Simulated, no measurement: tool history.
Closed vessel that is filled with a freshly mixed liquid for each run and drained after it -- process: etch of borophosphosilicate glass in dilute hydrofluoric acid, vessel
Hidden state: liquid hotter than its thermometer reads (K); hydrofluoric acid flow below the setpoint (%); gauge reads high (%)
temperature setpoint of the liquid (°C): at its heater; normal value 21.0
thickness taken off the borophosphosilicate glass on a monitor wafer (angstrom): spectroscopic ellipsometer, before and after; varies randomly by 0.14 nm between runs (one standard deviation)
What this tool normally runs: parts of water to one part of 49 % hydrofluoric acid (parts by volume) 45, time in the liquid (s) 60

run   hour  temperature setpoint of the liquid (°C)  parts of water to one part of 49 % hydrofluoric acid (parts by volume)  time in the liquid (s)  wafers since the last listed run  hours since the thermometer was replaced  hours since the hydrofluoric acid flow meter was replaced  hours since the gauge calibration  read-back film thickness of the borophosphosilicate glass reference wafer, read on the same gauge (nm)  thickness taken off the borophosphosilicate glass on a monitor wafer (angstrom)
  1    0.0                                     21.0                                                                      45                      75                                 0                                    2692.5                                                      440.4                              205.3                                                                                                  119.98                                                                            922.2
  2   10.4                                     21.0                                                                      45                      75                               722                                    2702.9                                                      450.8                              215.7                                                                                                  119.98                                                                            919.8
  3   22.6                                     21.0                                                                      45                      60                               847                                    2715.1                                                      463.0                              227.9                                                                                                  119.97                                                                            734.6
  4   34.9                                     21.0                                                                      45                      60                               854                                    2727.4                                                      475.3                              240.2                                                                                                  120.03                                                                            736.4
  5   64.9                                     21.0                                                                      45                      60                              2084                                    2757.4                                                      505.3                              270.2                                                                                                  120.01                                                                            738.0
  6   79.9                                     21.0                                                                      45                      60                              1042                                    2772.4                                                      520.3                              285.2                                                                                                  120.00                                                                            735.8
      91.4  -- gauge calibrated
  7   92.0                                     21.0                                                                      45                      60                               840                                    2784.5                                                      532.4                                0.6                                                                                                  119.96                                                                            732.8
  8  100.8                                     21.0                                                                      45                      60                               611                                    2793.3                                                      541.2                                9.4                                                                                                  120.02                                                                            735.4
  9  116.0                                     21.0                                                                      45                      60                              1055                                    2808.5                                                      556.4                               24.6                                                                                                  120.02                                                                            734.1
     132.2  -- hydrofluoric acid flow meter replaced
 10  132.7                                     21.0                                                                      45                      60                              1090                                    2825.2                                                        0.5                               41.3                                                                                                  120.00                                                                            770.4
 11  142.1                                     21.0                                                                      45                      60                               653                                    2834.6                                                        9.9                               50.7                                                                                                  120.04                                                                            767.6
 12  152.3                                     18.5                                                                      60                      90                               708                                    2844.8                                                       20.1                               60.9                                                                                                  119.97                                                                            765.9
 13  163.1                                     21.0                                                                      45                      60                               750                                    2855.6                                                       30.9                               71.7                                                                                                  120.03                                                                            770.1
 14  178.3                                     21.0                                                                      45                      60                              1055                                    2870.8                                                       46.1                               86.9                                                                                                  120.01                                                                            767.9
 15  196.0                                     17.0                                                                      55                      90                              1229                                    2888.5                                                       63.8                              104.6                                                                                                  120.03                                                                            786.5
 16  203.5                                     21.0                                                                      25                      75                               521                                    2896.0                                                       71.3                              112.1                                                                                                  120.01                                                                           1775.5
     207.4  -- thermometer replaced
 17  215.2                                     17.0                                                                      50                      90                               743                                       7.8                                                       83.0                              123.8                                                                                                  119.99                                                                            767.9
 18  221.3                                     18.5                                                                      55                      60                               423                                      13.9                                                       89.1                              129.9                                                                                                  120.00                                                                            492.5
 19  232.9                                     21.0                                                                      55                      35                               805                                      25.5                                                      100.7                              141.5                                                                                                  120.02                                                                            319.9
 20  240.0                                     21.0                                                                      25                      70                               493                                      32.6                                                      107.8                              148.6                                                                                                  120.00                                                                           1462.3
 21  256.2                                     21.0                                                                      55                      60                              1125                                      48.8                                                      124.0                              164.8                                                                                                  120.01                                                                            547.1
 22  263.1                                     23.5                                                                      55                      40                               479                                      55.7                                                      130.9                              171.7                                                                                                  119.99                                                                            404.5

Below are 3 alternative next runs, each starting from the tool's condition after run 22. Predict each:
  A  263.8                                     21.0                                                                      45                      35                                48                                      56.4                                                      131.6                              172.4                                                                                                       ?                                                                                ?
  B  263.8                                     19.0                                                                      50                      30                                48                                      56.4                                                      131.6                              172.4                                                                                                       ?                                                                                ?
  C  263.8                                     21.0                                                                      55                      80                                48                                      56.4                                                      131.6                              172.4                                                                                                       ?                                                                                ?

run  read-back film thickness of the borophosphosilicate glass reference wafer, read on the same gauge (nm)  thickness taken off the borophosphosilicate glass on a monitor wafer (angstrom)
  A                                                                                                  119.95                                                                            394.1
  B                                                                                                  119.95                                                                            277.6
  C                                                                                                  119.95                                                                            728.0
Stripped of hidden state, with their random variation kept, the same runs would have yielded:
run  thickness taken off the borophosphosilicate glass on a monitor wafer (angstrom)
  A                                                                            396.6
  B                                                                            279.3
  C                                                                            732.6
